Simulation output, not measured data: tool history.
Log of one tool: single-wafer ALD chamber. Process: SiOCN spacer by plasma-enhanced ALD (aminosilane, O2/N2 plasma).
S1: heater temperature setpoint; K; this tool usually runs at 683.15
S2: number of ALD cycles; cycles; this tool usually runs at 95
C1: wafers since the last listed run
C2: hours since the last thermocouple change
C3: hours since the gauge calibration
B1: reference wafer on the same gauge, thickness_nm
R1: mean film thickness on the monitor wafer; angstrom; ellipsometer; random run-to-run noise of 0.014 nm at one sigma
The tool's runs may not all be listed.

{"run": 1, "hour": 0.0, "S1": 683.15, "S2": 95, "C1": 0, "C2": 979.5, "C3": 109.1, "B1": 5.431, "R1": 54.29}
{"run": 2, "hour": 6.4, "S1": 683.15, "S2": 95, "C1": 25, "C2": 985.9, "C3": 115.5, "B1": 5.427, "R1": 54.34}
{"run": 3, "hour": 23.0, "S1": 679.15, "S2": 83, "C1": 66, "C2": 1002.5, "C3": 132.1, "B1": 5.427, "R1": 47.98}
{"run": 4, "hour": 37.3, "S1": 679.15, "S2": 83, "C1": 57, "C2": 1016.8, "C3": 146.4, "B1": 5.429, "R1": 48.06}
{"run": 5, "hour": 53.1, "S1": 683.15, "S2": 95, "C1": 63, "C2": 1032.6, "C3": 162.2, "B1": 5.428, "R1": 54.31}
{"run": 6, "hour": 68.8, "S1": 683.15, "S2": 95, "C1": 62, "C2": 1048.3, "C3": 177.9, "B1": 5.43, "R1": 54.29}
{"run": 7, "hour": 83.4, "S1": 683.15, "S2": 95, "C1": 58, "C2": 1062.9, "C3": 192.5, "B1": 5.428, "R1": 54.24}
{"run": 8, "hour": 93.7, "S1": 683.15, "S2": 105, "C1": 41, "C2": 1073.2, "C3": 202.8, "B1": 5.425, "R1": 59.91}
{"run": 9, "hour": 107.2, "S1": 683.15, "S2": 105, "C1": 53, "C2": 1086.7, "C3": 216.3, "B1": 5.429, "R1": 60.01}
{"run": 10, "hour": 114.0, "S1": 683.15, "S2": 95, "C1": 27, "C2": 1093.5, "C3": 223.1, "B1": 5.429, "R1": 54.16}
{"run": 11, "hour": 129.7, "S1": 683.15, "S2": 108, "C1": 62, "C2": 1109.2, "C3": 238.8, "B1": 5.436, "R1": 61.5}
{"run": 12, "hour": 140.2, "S1": 683.15, "S2": 95, "C1": 41, "C2": 1119.7, "C3": 249.3, "B1": 5.429, "R1": 54.32}
{"hour": 144.7, "done": "gauge calibrated"}
{"run": 13, "hour": 152.5, "S1": 677.15, "S2": 106, "C1": 49, "C2": 1132, "C3": 7.8, "B1": 5.428, "R1": 61.92}
{"run": 14, "hour": 160.6, "S1": 683.15, "S2": 102, "C1": 32, "C2": 1140.1, "C3": 15.9, "B1": 5.429, "R1": 58.26}
{"run": 15, "hour": 176.9, "S1": 683.15, "S2": 95, "C1": 65, "C2": 1156.4, "C3": 32.2, "B1": 5.434, "R1": 54.11}
{"run": 16, "hour": 190.2, "S1": 683.15, "S2": 95, "C1": 53, "C2": 1169.7, "C3": 45.5, "B1": 5.424, "R1": 54.32}
{"hour": 235.9, "done": "thermocouple changed; heater temperature recalibrated"}
{"run": 17, "hour": 236.4, "S1": 678.15, "S2": 90, "C1": 152, "C2": 0.5, "C3": 91.7, "B1": 5.431, "R1": 52.38}
{"run": 18, "hour": 264.8, "S1": 673.15, "S2": 77, "C1": 113, "C2": 28.9, "C3": 120.1, "B1": 5.429, "R1": 45.4}
{"run": 19, "hour": 303.1, "S1": 683.15, "S2": 95, "C1": 153, "C2": 67.2, "C3": 158.4, "B1": 5.433, "R1": 54.15}
{"run": 20, "hour": 309.2, "S1": 693.15, "S2": 83, "C1": 24, "C2": 73.3, "C3": 164.5, "B1": 5.428, "R1": 45.87}
{"run": 21, "hour": 316.5, "S1": 683.15, "S2": 81, "C1": 29, "C2": 80.6, "C3": 171.8, "B1": 5.429, "R1": 46.3}
{"run": 22, "hour": 327.3, "S1": 677.15, "S2": 103, "C1": 43, "C2": 91.4, "C3": 182.6, "B1": 5.434, "R1": 60.03}
{"run": 23, "hour": 337.3, "S1": 678.15, "S2": 104, "C1": 39, "C2": 101.4, "C3": 192.6, "B1": 5.429, "R1": 60.28}
{"run": 24, "hour": 386.9, "S1": 683.15, "S2": 95, "C1": 198, "C2": 151, "C3": 242.2, "B1": 5.43, "R1": 54.16}

How the hidden state differs across the entries between the runs, from the last listed run before each to the first after it:
After run 12, before run 13: gauge calibrated (hour 144.7)
  no hidden state differs between the two runs
After run 16, before run 17: thermocouple changed; heater temperature recalibrated (hour 235.9)
  no hidden state differs between the two runs
